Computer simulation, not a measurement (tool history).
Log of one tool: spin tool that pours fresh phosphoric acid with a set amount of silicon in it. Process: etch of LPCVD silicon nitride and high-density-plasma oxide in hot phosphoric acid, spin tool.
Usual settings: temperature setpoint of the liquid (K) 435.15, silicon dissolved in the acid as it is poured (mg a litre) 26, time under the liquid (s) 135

run,hour,temperature setpoint of the liquid (K),silicon dissolved in the acid as it is poured (mg a litre),time under the liquid (s),wafers since the last listed run,hours since the thermometer was replaced,hours since the dissolved silicon flow meter was replaced,hours since the heated supply line was repaired,hours since the gauge calibration,"read-back film thickness of the LPCVD silicon nitride reference wafer, read on the same gauge (nm)","read-back film thickness of the high-density-plasma oxide reference wafer, read on the same gauge (nm)",thickness taken off the LPCVD silicon nitride on a monitor wafer (angstrom),thickness taken off the high-density-plasma oxide on a monitor wafer (angstrom)
1,0,435.15,21.5,135,0,2567.9,772.4,3296.4,182.7,80.02,80.002,132.2,2.61
2,8.8,435.15,26,115,102,2576.7,781.2,3305.2,191.5,80.03,80.02,112.5,1.88
3,26.4,435.15,26,115,204,2594.3,798.8,3322.8,209.1,79.94,79.991,113.9,1.71
4,42,435.15,35.5,135,181,2609.9,814.4,3338.4,224.7,80.01,79.981,134.1,1.59
5,49.4,435.15,35.5,135,86,2617.3,821.8,3345.8,232.1,80,80.012,132.4,1.1
6,65.3,435.15,35.5,135,185,2633.2,837.7,3361.7,248,79.99,79.976,131.3,1.13
# hour 74.3: thermometer replaced
7,76.1,435.15,26,135,114,1.8,848.5,3372.5,258.8,80.04,79.983,131.6,1.72
8,85.8,435.15,26,135,112,11.5,858.2,3382.2,268.5,80.05,79.995,134.1,1.69
9,101.2,435.15,26,135,179,26.9,873.6,3397.6,283.9,80.01,80.001,133.2,1.4
# hour 117.1: heated supply line repaired
10,117.6,435.15,26,135,179,43.3,890,0.5,300.3,79.96,79.982,131.6,2.03
11,132.1,438.15,11,165,168,57.8,904.5,15,314.8,79.99,79.998,179,4.43
12,145,435.15,26,135,150,70.7,917.4,27.9,327.7,80.01,79.999,131.7,1.89
13,157.5,435.15,26,135,145,83.2,929.9,40.4,340.2,80.01,80.011,133.9,2.18
# hour 169: dissolved silicon flow meter replaced
14,175.3,435.15,37.5,135,195,101,6.3,58.2,358,79.98,80.001,133.1,1.2
15,186.2,435.15,26,135,126,111.9,17.2,69.1,368.9,79.98,80.002,132.9,1.48
16,202.2,433.65,14,135,186,127.9,33.2,85.1,384.9,80.03,80.001,127.8,3.02
17,218.4,437.65,26,135,188,144.1,49.4,101.3,401.1,80.01,80.021,144.5,1.68
# hour 219.9: gauge calibrated
18,235.7,438.15,11,165,201,161.4,66.7,118.6,15.8,79.97,80.005,179.6,5.49
19,253.7,432.65,26,60,209,179.4,84.7,136.6,33.8,80,80.003,53.2,0.69
20,269.8,437.65,42.5,55,187,195.5,100.8,152.7,49.9,79.98,80.008,58.3,0.49
21,279.9,437.15,26,135,117,205.6,110.9,162.8,60,79.99,80.005,143,2.98
22,288.2,436.15,8,210,96,213.9,119.2,171.1,68.3,79.99,80.005,216.1,4.49

How the hidden state differs across the entries between the runs, from the last listed run before each to the first after it:
Between runs 6 and 7: thermometer replaced (hour 74.3)
  no hidden state differs between the two runs
Between runs 9 and 10: heated supply line repaired (hour 117.1)
  no hidden state differs between the two runs
Between runs 13 and 14: dissolved silicon flow meter replaced (hour 169)
  no hidden state differs between the two runs
Between runs 17 and 18: gauge calibrated (hour 219.9)
  no hidden state differs between the two runs
